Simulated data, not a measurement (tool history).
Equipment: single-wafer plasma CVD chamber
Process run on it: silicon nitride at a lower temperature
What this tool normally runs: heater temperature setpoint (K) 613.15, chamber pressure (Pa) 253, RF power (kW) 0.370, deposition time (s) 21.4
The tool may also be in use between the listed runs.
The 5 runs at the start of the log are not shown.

run	hour	heater temperature setpoint (K)	chamber pressure (Pa)	RF power (kW)	deposition time (s)	wafers since the last listed run	hours since the last thermocouple change	hours since the last RF generator calibration	hours since the last manometer calibration	hours since the showerhead was replaced	hours since the gauge calibration	read-back reference wafer on the same gauge, thickness_nm	mean film thickness on the monitor wafer (Å)
6	58.8	616.15	253	0.370	21.4	121	1063.8	1687.9	2495.0	4729.1	169.0	26.702	290.55
7	66.5	613.15	253	0.370	21.4	118	1071.5	1695.6	2502.7	4736.8	176.7	26.690	291.18
8	83.6	613.15	253	0.370	21.4	263	1088.6	1712.7	2519.8	4753.9	193.8	26.697	290.51
9	93.1	613.15	253	0.370	21.4	146	1098.1	1722.2	2529.3	4763.4	203.3	26.709	290.55
10	108.0	613.15	253	0.370	21.4	229	1113.0	1737.1	2544.2	4778.3	218.2	26.717	290.81
11	122.1	613.15	253	0.370	22.3	217	1127.1	1751.2	2558.3	4792.4	232.3	26.704	303.15
12	131.6	613.15	253	0.370	22.3	146	1136.6	1760.7	2567.8	4801.9	241.8	26.687	302.72
# hour 150.4: showerhead replaced
13	150.9	613.15	253	0.370	21.4	173	1155.9	1780.0	2587.1	0.5	261.1	26.707	290.17
# hour 161.7: RF generator calibrated
14	162.2	613.15	253	0.370	21.4	50	1167.2	0.5	2598.4	11.8	272.4	26.698	303.33
# hour 169.2: gauge calibrated
15	187.4	613.15	253	0.370	21.4	387	1192.4	25.7	2623.6	37.0	18.2	26.711	302.72
16	194.5	613.15	253	0.370	22.3	109	1199.5	32.8	2630.7	44.1	25.3	26.717	314.89
17	203.7	613.15	253	0.370	21.4	141	1208.7	42.0	2639.9	53.3	34.5	26.706	303.28
# hour 216.4: thermocouple changed; heater temperature recalibrated
18	221.3	613.15	253	0.370	24.2	147	4.9	59.6	2657.5	70.9	52.1	26.686	341.97
19	239.2	613.15	253	0.370	21.4	275	22.8	77.5	2675.4	88.8	70.0	26.701	302.62
20	252.5	613.15	253	0.315	25.6	204	36.1	90.8	2688.7	102.1	83.3	26.692	333.35
21	261.1	605.15	235	0.370	21.4	132	44.7	99.4	2697.3	110.7	91.9	26.693	295.26
22	272.9	613.15	253	0.370	21.4	181	56.5	111.2	2709.1	122.5	103.7	26.704	301.98
23	279.1	620.15	201	0.405	25.3	95	62.7	117.4	2715.3	128.7	109.9	26.706	347.72
# hour 293.1: capacitance manometer re-zeroed and calibrated
24	329.2	613.15	275	0.410	23.9	648	112.8	167.5	36.1	178.8	160.0	26.704	360.92
25	339.0	613.15	253	0.370	21.4	150	122.6	177.3	45.9	188.6	169.8	26.697	301.06
26	350.1	613.15	253	0.370	24.4	170	133.7	188.4	57.0	199.7	180.9	26.694	342.15
27	359.9	619.15	253	0.330	21.4	150	143.5	198.2	66.8	209.5	190.7	26.698	283.26
28	369.7	613.15	253	0.425	21.4	150	153.3	208.0	76.6	219.3	200.5	26.707	321.45
29	384.6	601.15	253	0.370	21.4	229	168.2	222.9	91.5	234.2	215.4	26.701	301.48

Run 30, settings as shown, results not yet in. Your forecast:
30	398.3	623.15	283	0.370	21.4	210	181.9	236.6	105.2	247.9	229.1	?	?

read-back reference wafer on the same gauge, thickness_nm: 26.715
mean film thickness on the monitor wafer (Å): 306.78
Without the tool's hidden state the same run would have given mean film thickness on the monitor wafer (Å) 311.02.

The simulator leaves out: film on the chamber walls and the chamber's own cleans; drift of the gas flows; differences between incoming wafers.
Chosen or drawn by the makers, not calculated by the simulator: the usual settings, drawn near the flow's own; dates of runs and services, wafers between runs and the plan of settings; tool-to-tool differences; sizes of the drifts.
